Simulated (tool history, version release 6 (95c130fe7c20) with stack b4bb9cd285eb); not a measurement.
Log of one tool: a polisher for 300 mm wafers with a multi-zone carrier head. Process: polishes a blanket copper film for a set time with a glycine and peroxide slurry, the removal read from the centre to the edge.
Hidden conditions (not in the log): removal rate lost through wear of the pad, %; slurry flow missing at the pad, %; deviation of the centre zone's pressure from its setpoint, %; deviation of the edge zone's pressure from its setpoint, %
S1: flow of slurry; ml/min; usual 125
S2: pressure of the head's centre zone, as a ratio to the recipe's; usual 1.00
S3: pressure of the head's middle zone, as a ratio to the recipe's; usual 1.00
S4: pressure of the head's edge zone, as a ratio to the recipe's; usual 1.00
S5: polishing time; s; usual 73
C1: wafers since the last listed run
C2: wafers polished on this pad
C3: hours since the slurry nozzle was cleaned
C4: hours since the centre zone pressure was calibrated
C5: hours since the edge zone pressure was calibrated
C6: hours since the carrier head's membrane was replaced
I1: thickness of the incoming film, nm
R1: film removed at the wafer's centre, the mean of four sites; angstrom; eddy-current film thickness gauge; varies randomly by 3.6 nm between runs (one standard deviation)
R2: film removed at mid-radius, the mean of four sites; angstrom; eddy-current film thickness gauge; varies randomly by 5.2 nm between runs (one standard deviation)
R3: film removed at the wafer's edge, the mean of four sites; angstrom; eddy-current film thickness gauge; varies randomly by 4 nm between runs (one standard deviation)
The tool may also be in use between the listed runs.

| run | hour | S1 | S2 | S3 | S4 | S5 | C1 | C2 | C3 | C4 | C5 | C6 | I1 | R1 | R2 | R3 |
|---|---|---|---|---|---|---|---|---|---|---|---|---|---|---|---|---|
| 1 | 0.0 | 125 | 1.00 | 0.93 | 1.00 | 86 | 0 | 2317 | 526.3 | 537.1 | 319.0 | 214.2 | 1702.9 | 4359 | 4143 | 4601 |
| 2 | 66.7 | 90 | 1.00 | 1.00 | 0.90 | 73 | 960 | 3277 | 593.0 | 603.8 | 385.7 | 280.9 | 1690.9 | 3340 | 3585 | 3479 |
| 3 | 145.3 | 125 | 1.04 | 1.00 | 1.11 | 97 | 1131 | 4408 | 671.6 | 682.4 | 464.3 | 359.5 | 1713.2 | 4971 | 5011 | 5321 |
|  | 187.7 | slurry nozzle cleaned |
| 4 | 209.0 | 125 | 1.00 | 1.00 | 1.00 | 73 | 902 | 5311 | 21.3 | 746.1 | 528.0 | 423.2 | 1708.6 | 3945 | 4228 | 4122 |
| 5 | 282.2 | 105 | 1.08 | 0.93 | 1.00 | 99 | 1053 | 6364 | 94.5 | 819.3 | 601.2 | 496.4 | 1658.1 | 5499 | 5116 | 5409 |
| 6 | 383.8 | 125 | 1.00 | 1.00 | 1.00 | 73 | 1462 | 7827 | 196.1 | 920.9 | 702.8 | 598.0 | 1670.5 | 3779 | 4025 | 4015 |
|  | 417.3 | edge zone pressure recalibrated |
| 7 | 429.0 | 100 | 1.00 | 1.09 | 1.00 | 73 | 621 | 8448 | 241.3 | 966.1 | 11.7 | 643.2 | 1722.4 | 3500 | 4133 | 3827 |
| 8 | 528.6 | 145 | 0.88 | 1.10 | 1.00 | 73 | 1433 | 9882 | 340.9 | 1065.7 | 111.3 | 742.8 | 1661.0 | 3287 | 4441 | 3988 |
| 9 | 569.8 | 90 | 1.04 | 0.89 | 0.95 | 73 | 593 | 10475 | 382.1 | 1106.9 | 152.5 | 784.0 | 1680.1 | 3474 | 3292 | 3568 |
|  | 592.1 | worn pad replaced by a new one |
|  | 619.9 | carrier head's membrane replaced by a new one |
|  | 652.6 | centre zone pressure recalibrated |
| 10 | 664.8 | 125 | 1.00 | 1.00 | 1.00 | 73 | 1209 | 945 | 477.1 | 12.2 | 247.5 | 44.9 | 1716.1 | 3720 | 3917 | 3864 |
| 11 | 746.2 | 125 | 1.00 | 1.00 | 1.10 | 73 | 1171 | 2116 | 558.5 | 93.6 | 328.9 | 126.3 | 1676.3 | 3623 | 3704 | 4081 |
| 12 | 803.9 | 100 | 1.00 | 1.04 | 1.00 | 56 | 830 | 2947 | 616.2 | 151.3 | 386.6 | 184.0 | 1712.8 | 2626 | 2875 | 2886 |

Predict the results of run 13:
|  | 816.9 | slurry nozzle cleaned |
| 13 | 882.3 | 125 | 0.95 | 1.00 | 1.00 | 73 | 1114 | 4061 | 65.4 | 229.7 | 465.0 | 262.4 | 1667.6 | ? | ? | ? |

R1: 3791 angstrom
R2: 4109 angstrom
R3: 4104 angstrom
With the hidden condition absent and the run-to-run variation left alone, this run would have shown R1 3884 angstrom, R2 4207 angstrom, R3 4172 angstrom.
